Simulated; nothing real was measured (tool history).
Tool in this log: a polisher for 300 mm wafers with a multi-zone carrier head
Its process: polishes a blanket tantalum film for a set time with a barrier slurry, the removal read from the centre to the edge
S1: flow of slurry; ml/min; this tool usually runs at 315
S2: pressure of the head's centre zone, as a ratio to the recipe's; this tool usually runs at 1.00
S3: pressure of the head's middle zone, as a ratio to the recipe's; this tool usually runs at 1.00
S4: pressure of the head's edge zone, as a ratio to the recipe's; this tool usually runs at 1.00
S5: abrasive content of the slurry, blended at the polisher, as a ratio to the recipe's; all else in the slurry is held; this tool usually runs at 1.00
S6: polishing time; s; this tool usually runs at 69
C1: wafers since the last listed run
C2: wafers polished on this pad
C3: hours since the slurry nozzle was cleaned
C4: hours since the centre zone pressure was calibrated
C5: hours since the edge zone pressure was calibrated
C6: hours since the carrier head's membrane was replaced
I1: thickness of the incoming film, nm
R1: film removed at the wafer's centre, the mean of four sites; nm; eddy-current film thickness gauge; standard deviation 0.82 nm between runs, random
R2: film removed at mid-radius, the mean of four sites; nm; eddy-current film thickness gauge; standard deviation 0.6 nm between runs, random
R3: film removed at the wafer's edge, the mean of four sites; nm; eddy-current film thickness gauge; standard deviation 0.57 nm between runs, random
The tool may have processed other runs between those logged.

{"run": 1, "hour": 0.0, "S1": 315, "S2": 1.0, "S3": 1.0, "S4": 1.0, "S5": 1.0, "S6": 69, "C1": 0, "C2": 208, "C3": 46.1, "C4": 884.3, "C5": 352.7, "C6": 904.1, "I1": 294.3, "R1": 85.6, "R2": 85.0, "R3": 85.0}
{"run": 2, "hour": 8.2, "S1": 315, "S2": 1.0, "S3": 1.0, "S4": 1.0, "S5": 1.0, "S6": 69, "C1": 45, "C2": 254, "C3": 54.3, "C4": 892.5, "C5": 360.9, "C6": 912.3, "I1": 283.4, "R1": 85.8, "R2": 85.9, "R3": 85.8}
{"run": 3, "hour": 20.5, "S1": 315, "S2": 1.0, "S3": 0.97, "S4": 1.0, "S5": 1.0, "S6": 69, "C1": 67, "C2": 321, "C3": 66.6, "C4": 904.8, "C5": 373.2, "C6": 924.6, "I1": 286.9, "R1": 85.3, "R2": 82.1, "R3": 84.8}
{"run": 4, "hour": 37.1, "S1": 315, "S2": 1.0, "S3": 0.97, "S4": 1.0, "S5": 1.0, "S6": 69, "C1": 91, "C2": 412, "C3": 83.2, "C4": 921.4, "C5": 389.8, "C6": 941.2, "I1": 288.8, "R1": 83.6, "R2": 82.6, "R3": 84.9}
{"run": 5, "hour": 43.3, "S1": 315, "S2": 1.0, "S3": 0.97, "S4": 1.0, "S5": 1.0, "S6": 69, "C1": 34, "C2": 446, "C3": 89.4, "C4": 927.6, "C5": 396.0, "C6": 947.4, "I1": 285.6, "R1": 84.0, "R2": 82.5, "R3": 83.5}
{"run": 6, "hour": 51.5, "S1": 315, "S2": 1.0, "S3": 1.0, "S4": 1.0, "S5": 1.0, "S6": 69, "C1": 45, "C2": 492, "C3": 97.6, "C4": 935.8, "C5": 404.2, "C6": 955.6, "I1": 286.7, "R1": 85.6, "R2": 84.3, "R3": 85.1}
{"run": 7, "hour": 62.1, "S1": 265, "S2": 1.0, "S3": 0.92, "S4": 1.0, "S5": 0.75, "S6": 86, "C1": 58, "C2": 550, "C3": 108.2, "C4": 946.4, "C5": 414.8, "C6": 966.2, "I1": 289.1, "R1": 96.5, "R2": 90.2, "R3": 98.5}
{"run": 8, "hour": 72.8, "S1": 425, "S2": 1.0, "S3": 0.95, "S4": 1.09, "S5": 1.0, "S6": 79, "C1": 58, "C2": 609, "C3": 118.9, "C4": 957.1, "C5": 425.5, "C6": 976.9, "I1": 289.1, "R1": 100.6, "R2": 94.6, "R3": 102.5}
{"run": 9, "hour": 83.5, "S1": 315, "S2": 1.0, "S3": 1.0, "S4": 1.0, "S5": 1.0, "S6": 69, "C1": 58, "C2": 667, "C3": 129.6, "C4": 967.8, "C5": 436.2, "C6": 987.6, "I1": 291.8, "R1": 84.8, "R2": 84.5, "R3": 84.2}
{"hour": 91.8, "done": "centre zone pressure recalibrated"}
{"run": 10, "hour": 93.1, "S1": 315, "S2": 1.0, "S3": 0.88, "S4": 0.89, "S5": 1.0, "S6": 69, "C1": 41, "C2": 709, "C3": 139.2, "C4": 1.3, "C5": 445.8, "C6": 997.2, "I1": 295.0, "R1": 84.2, "R2": 75.9, "R3": 80.7}
{"run": 11, "hour": 99.5, "S1": 315, "S2": 1.0, "S3": 1.0, "S4": 1.0, "S5": 0.8, "S6": 50, "C1": 35, "C2": 744, "C3": 145.6, "C4": 7.7, "C5": 452.2, "C6": 1003.6, "I1": 289.6, "R1": 58.3, "R2": 58.8, "R3": 58.0}
{"run": 12, "hour": 112.9, "S1": 315, "S2": 1.0, "S3": 1.0, "S4": 1.0, "S5": 1.0, "S6": 69, "C1": 73, "C2": 818, "C3": 159.0, "C4": 21.1, "C5": 465.6, "C6": 1017.0, "I1": 293.4, "R1": 83.0, "R2": 85.1, "R3": 84.2}
{"hour": 126.5, "done": "worn pad replaced by a new one, of another model than before"}
{"run": 13, "hour": 127.2, "S1": 280, "S2": 1.11, "S3": 1.06, "S4": 1.0, "S5": 1.0, "S6": 48, "C1": 56, "C2": 4, "C3": 173.3, "C4": 35.4, "C5": 479.9, "C6": 1031.3, "I1": 291.0, "R1": 60.9, "R2": 58.2, "R3": 56.0}
{"run": 14, "hour": 135.0, "S1": 315, "S2": 1.0, "S3": 1.0, "S4": 1.0, "S5": 1.25, "S6": 69, "C1": 42, "C2": 46, "C3": 181.1, "C4": 43.2, "C5": 487.7, "C6": 1039.1, "I1": 294.0, "R1": 82.8, "R2": 84.7, "R3": 86.2}
{"hour": 141.9, "done": "carrier head's membrane replaced by a new one"}
{"run": 15, "hour": 142.4, "S1": 315, "S2": 1.0, "S3": 1.0, "S4": 1.0, "S5": 1.2, "S6": 69, "C1": 13, "C2": 60, "C3": 188.5, "C4": 50.6, "C5": 495.1, "C6": 0.5, "I1": 290.2, "R1": 83.0, "R2": 84.5, "R3": 84.3}
{"run": 16, "hour": 158.6, "S1": 315, "S2": 1.09, "S3": 0.96, "S4": 1.0, "S5": 1.0, "S6": 81, "C1": 89, "C2": 149, "C3": 204.7, "C4": 66.8, "C5": 511.3, "C6": 16.7, "I1": 290.4, "R1": 100.6, "R2": 89.9, "R3": 94.2}
{"hour": 163.1, "done": "edge zone pressure recalibrated"}
{"hour": 165.2, "done": "slurry nozzle cleaned"}
{"run": 17, "hour": 165.7, "S1": 315, "S2": 1.09, "S3": 0.96, "S4": 1.0, "S5": 1.0, "S6": 81, "C1": 22, "C2": 171, "C3": 0.5, "C4": 73.9, "C5": 2.6, "C6": 23.8, "I1": 294.2, "R1": 110.3, "R2": 96.5, "R3": 100.1}

What does the tool deliver on the next run?
{"run": 18, "hour": 178.8, "S1": 255, "S2": 1.0, "S3": 1.0, "S4": 1.07, "S5": 1.0, "S6": 69, "C1": 72, "C2": 243, "C3": 13.6, "C4": 87.0, "C5": 15.7, "C6": 36.9, "I1": 288.3, "R1": "?", "R2": "?", "R3": "?"}

R1: 82.3 nm
R2: 82.9 nm
R3: 84.0 nm
With no hidden state in the tool, this same run would have given R1 82.7 nm, R2 83.4 nm, R3 84.3 nm.
